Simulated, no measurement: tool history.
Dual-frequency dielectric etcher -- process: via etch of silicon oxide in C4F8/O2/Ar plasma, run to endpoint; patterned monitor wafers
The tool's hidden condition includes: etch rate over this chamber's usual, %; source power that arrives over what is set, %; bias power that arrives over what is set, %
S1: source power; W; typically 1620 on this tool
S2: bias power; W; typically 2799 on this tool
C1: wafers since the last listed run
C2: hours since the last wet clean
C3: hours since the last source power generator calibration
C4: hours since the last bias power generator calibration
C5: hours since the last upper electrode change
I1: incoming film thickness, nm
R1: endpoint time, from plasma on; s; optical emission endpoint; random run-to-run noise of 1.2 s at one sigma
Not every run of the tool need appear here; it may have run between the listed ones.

| run | hour | S1 | S2 | C1 | C2 | C3 | C4 | C5 | I1 | R1 |
|---|---|---|---|---|---|---|---|---|---|---|
| 1 | 0.0 | 1620 | 2799 | 0 | 208.1 | 3712.5 | 1283.6 | 2389.6 | 2042.5 | 389.2 |
| 2 | 14.8 | 1620 | 2799 | 61 | 222.9 | 3727.3 | 1298.4 | 2404.4 | 2067.6 | 395.1 |
| 3 | 37.2 | 1620 | 3333 | 92 | 245.3 | 3749.7 | 1320.8 | 2426.8 | 2052.9 | 364.1 |
| 4 | 59.7 | 1620 | 3333 | 92 | 267.8 | 3772.2 | 1343.3 | 2449.3 | 2038.8 | 360.3 |
| 5 | 78.5 | 1620 | 3247 | 77 | 286.6 | 3791.0 | 1362.1 | 2468.1 | 2036.6 | 366.1 |
| 6 | 106.2 | 1620 | 3247 | 114 | 314.3 | 3818.7 | 1389.8 | 2495.8 | 2033.9 | 366.5 |
| 7 | 140.8 | 1620 | 2799 | 142 | 348.9 | 3853.3 | 1424.4 | 2530.4 | 2062.3 | 395.6 |
| 8 | 171.8 | 1620 | 2799 | 127 | 379.9 | 3884.3 | 1455.4 | 2561.4 | 2065.4 | 395.4 |
| 9 | 193.3 | 1620 | 2799 | 88 | 401.4 | 3905.8 | 1476.9 | 2582.9 | 2043.9 | 391.7 |
| 10 | 222.2 | 1620 | 3138 | 119 | 430.3 | 3934.7 | 1505.8 | 2611.8 | 2044.0 | 374.1 |
| 11 | 250.9 | 1620 | 3138 | 118 | 459.0 | 3963.4 | 1534.5 | 2640.5 | 2055.8 | 374.4 |
|  | 260.0 | source power generator calibrated |
| 12 | 282.0 | 1620 | 3138 | 111 | 490.1 | 22.0 | 1565.6 | 2671.6 | 2038.4 | 375.0 |
| 13 | 313.0 | 1620 | 2420 | 127 | 521.1 | 53.0 | 1596.6 | 2702.6 | 2032.4 | 417.0 |
| 14 | 333.5 | 1400 | 2799 | 84 | 541.6 | 73.5 | 1617.1 | 2723.1 | 2052.0 | 421.5 |
|  | 378.9 | wet clean of the chamber |
| 15 | 379.4 | 1620 | 2799 | 90 | 0.5 | 119.4 | 1663.0 | 2769.0 | 2057.5 | 389.0 |
| 16 | 387.4 | 2020 | 3384 | 32 | 8.5 | 127.4 | 1671.0 | 2777.0 | 2041.9 | 326.1 |
|  | 431.1 | upper electrode replaced |
| 17 | 431.6 | 1620 | 2799 | 83 | 52.7 | 171.6 | 1715.2 | 0.5 | 2039.5 | 385.6 |
| 18 | 432.0 | 1620 | 2157 | 1 | 53.1 | 172.0 | 1715.6 | 0.9 | 2057.6 | 437.1 |
| 19 | 461.0 | 1620 | 2799 | 119 | 82.1 | 201.0 | 1744.6 | 29.9 | 2057.7 | 390.6 |
| 20 | 491.8 | 1810 | 2241 | 127 | 112.9 | 231.8 | 1775.4 | 60.7 | 2028.3 | 406.2 |
|  | 496.0 | bias power generator calibrated |
| 21 | 513.2 | 1620 | 2799 | 71 | 134.3 | 253.2 | 17.2 | 82.1 | 2046.9 | 390.4 |
| 22 | 538.5 | 1450 | 2402 | 104 | 159.6 | 278.5 | 42.5 | 107.4 | 2037.4 | 432.4 |
| 23 | 553.2 | 1980 | 2145 | 60 | 174.3 | 293.2 | 57.2 | 122.1 | 2063.3 | 406.5 |
| 24 | 595.4 | 1620 | 2799 | 174 | 216.5 | 335.4 | 99.4 | 164.3 | 2042.9 | 388.8 |
| 25 | 616.7 | 1620 | 2101 | 87 | 237.8 | 356.7 | 120.7 | 185.6 | 2052.6 | 442.2 |
| 26 | 643.5 | 1820 | 2499 | 110 | 264.6 | 383.5 | 147.5 | 212.4 | 2056.5 | 394.1 |
| 27 | 675.3 | 1400 | 3090 | 131 | 296.4 | 415.3 | 179.3 | 244.2 | 2034.6 | 394.0 |
| 28 | 700.0 | 1280 | 2118 | 101 | 321.1 | 440.0 | 204.0 | 268.9 | 2062.3 | 486.5 |

Predict each of these 3 candidate next runs independently; none follows another, all start after run 28:
| A | 700.5 | 1620 | 2799 | 2 | 321.6 | 440.5 | 204.5 | 269.4 | 2056.2 | ? |
| B | 700.5 | 1330 | 2344 | 2 | 321.6 | 440.5 | 204.5 | 269.4 | 2056.2 | ? |
| C | 700.5 | 1750 | 3309 | 2 | 321.6 | 440.5 | 204.5 | 269.4 | 2056.2 | ? |

| run | R1 |
|---|---|
| A | 394.9 |
| B | 461.1 |
| C | 356.9 |
Without the tool's hidden state the same runs would have given:
| run | R1 |
|---|---|
| A | 389.9 |
| B | 455.1 |
| C | 352.3 |

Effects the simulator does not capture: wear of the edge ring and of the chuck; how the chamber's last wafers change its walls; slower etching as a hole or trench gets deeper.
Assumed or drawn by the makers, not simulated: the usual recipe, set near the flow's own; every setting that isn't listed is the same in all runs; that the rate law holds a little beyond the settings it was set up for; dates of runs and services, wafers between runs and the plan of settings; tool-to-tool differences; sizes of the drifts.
